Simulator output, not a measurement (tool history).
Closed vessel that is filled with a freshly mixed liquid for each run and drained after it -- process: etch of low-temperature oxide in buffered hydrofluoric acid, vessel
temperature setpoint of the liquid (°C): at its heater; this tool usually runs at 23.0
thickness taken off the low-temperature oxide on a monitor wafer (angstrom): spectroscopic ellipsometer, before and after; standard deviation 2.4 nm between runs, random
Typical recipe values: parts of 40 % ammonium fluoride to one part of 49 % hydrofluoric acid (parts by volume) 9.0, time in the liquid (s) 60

run    hour  temperature setpoint of the liquid (°C)  parts of 40 % ammonium fluoride to one part of 49 % hydrofluoric acid (parts by volume)  time in the liquid (s)  read-back film thickness of the low-temperature oxide reference wafer, read on the same gauge (nm)  thickness taken off the low-temperature oxide on a monitor wafer (angstrom)
  1     0.0                                     23.0                                                                                      9.0                      80                                                                                              121.03                                                                       3790.7
  2    44.0                                     23.0                                                                                      9.0                      80                                                                                              121.22                                                                       3727.1
  3   122.4                                     23.0                                                                                      9.0                      80                                                                                              121.62                                                                       3788.1
  4   154.1                                     23.0                                                                                     11.0                      60                                                                                              121.79                                                                       2378.0
  5   225.8                                     23.0                                                                                      9.0                      60                                                                                              122.19                                                                       2902.1
  6   260.0                                     23.0                                                                                      9.0                      60                                                                                              122.40                                                                       2859.1
  7   314.4                                     23.0                                                                                      9.0                      60                                                                                              122.75                                                                       2846.0
  8   360.1                                     23.0                                                                                      9.0                      60                                                                                              123.07                                                                       2875.9
  9   417.4                                     23.0                                                                                      9.0                      60                                                                                              123.44                                                                       2930.0
      449.5  -- hydrofluoric acid flow meter replaced
 10   479.9                                     23.0                                                                                     12.0                      45                                                                                              123.89                                                                       1671.1
 11   505.4                                     20.5                                                                                      6.0                      70                                                                                              124.08                                                                       4435.0
      636.4  -- gauge calibrated
 12   657.0                                     23.0                                                                                      9.0                      60                                                                                              120.01                                                                       2818.3
      769.1  -- thermometer replaced
 13   770.1                                     23.0                                                                                     11.5                      50                                                                                              120.02                                                                       1933.3
 14   809.8                                     25.5                                                                                      9.0                      35                                                                                              120.09                                                                       1876.9
 15   866.7                                     26.0                                                                                     11.0                      60                                                                                              120.16                                                                       2853.1
 16  1060.0                                     23.0                                                                                     11.5                      50                                                                                              120.55                                                                       1932.9
 17  1122.3                                     24.5                                                                                      6.0                      90                                                                                              120.76                                                                       6904.1
 18  1168.4                                     19.0                                                                                      9.0                      35                                                                                              120.89                                                                       1311.5

Results per run with the tool's hidden condition removed, run-to-run variation unchanged:
The hidden state here: liquid hotter than its thermometer reads (K); hydrofluoric acid flow above the setpoint (%); gauge reads high (%).
run  thickness taken off the low-temperature oxide on a monitor wafer (angstrom)
  1                                                                       3758.4
  2                                                                       3689.2
  3                                                                       3737.4
  4                                                                       2342.9
  5                                                                       2849.7
  6                                                                       2802.8
  7                                                                       2782.1
  8                                                                       2804.4
  9                                                                       2847.9
 10                                                                       1618.3
 11                                                                       4288.1
 12                                                                       2818.4
 13                                                                       1932.5
 14                                                                       1875.6
 15                                                                       2849.3
 16                                                                       1923.9
 17                                                                       6862.0
 18                                                                       1301.9
